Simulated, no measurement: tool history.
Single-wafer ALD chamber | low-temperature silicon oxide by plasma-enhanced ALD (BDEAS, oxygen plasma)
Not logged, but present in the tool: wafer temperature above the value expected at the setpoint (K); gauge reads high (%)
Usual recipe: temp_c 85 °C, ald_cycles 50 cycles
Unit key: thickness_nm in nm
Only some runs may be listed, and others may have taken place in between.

| run | day | temp_c | ald_cycles | wafers since the last listed run | hours since the last thermocouple change | hours since the gauge calibration | read-back reference wafer on the same gauge, thickness_nm | thickness_nm |
|---|---|---|---|---|---|---|---|---|
| 1 | 0 | 94 | 50 | 0 | 733.7 | 180.1 | 8.928 | 7.329 |
| 2 | 1.771 | 94 | 50 | 202 | 776.2 | 222.6 | 8.931 | 7.364 |
| 3 | 3.971 | 85 | 50 | 251 | 829 | 275.4 | 8.916 | 7.589 |
| 4 | 5.967 | 85 | 50 | 228 | 876.9 | 323.3 | 8.928 | 7.597 |
| 5 | 9.529 | 85 | 50 | 407 | 962.4 | 408.8 | 8.916 | 7.567 |
| 6 | 22.188 | 85 | 50 | 1448 | 1266.2 | 712.6 | 8.928 | 7.551 |
| 7 | 24.125 | 85 | 55 | 221 | 1312.7 | 759.1 | 8.921 | 8.312 |
| 8 | 25.792 | 85 | 55 | 190 | 1352.7 | 799.1 | 8.909 | 8.332 |
| 9 | 29.433 | 85 | 50 | 416 | 1440.1 | 886.5 | 8.924 | 7.541 |
| 10 | 31.196 | 85 | 50 | 201 | 1482.4 | 928.8 | 8.912 | 7.585 |
| 11 | 34.412 | 85 | 50 | 368 | 1559.6 | 1006 | 8.911 | 7.555 |
| 12 | 36.154 | 85 | 50 | 199 | 1601.4 | 1047.8 | 8.926 | 7.543 |
| 13 | 40.129 | 85 | 50 | 454 | 1696.8 | 1143.2 | 8.921 | 7.515 |
| 14 | 42.183 | 85 | 50 | 235 | 1746.1 | 1192.5 | 8.923 | 7.544 |
| 15 | 50.446 | 85 | 50 | 945 | 1944.4 | 1390.8 | 8.929 | 7.564 |
|  | 52.362 | thermocouple changed; heater temperature recalibrated |
| 16 | 54.375 | 85 | 50 | 411 | 48.3 | 1485.1 | 8.921 | 7.693 |
| 17 | 57.312 | 85 | 50 | 336 | 118.8 | 1555.6 | 8.905 | 7.637 |

Estimate the outcome of run 18 from the log above:
| 18 | 59.771 | 96 | 50 | 281 | 177.8 | 1614.6 | ? | ? |

Logged for run 18: read-back reference wafer on the same gauge, thickness_nm 8.923, thickness_nm 7.38 nm.
If the tool had no hidden condition, the same run with the same run-to-run variation would have returned thickness_nm 7.44 nm.

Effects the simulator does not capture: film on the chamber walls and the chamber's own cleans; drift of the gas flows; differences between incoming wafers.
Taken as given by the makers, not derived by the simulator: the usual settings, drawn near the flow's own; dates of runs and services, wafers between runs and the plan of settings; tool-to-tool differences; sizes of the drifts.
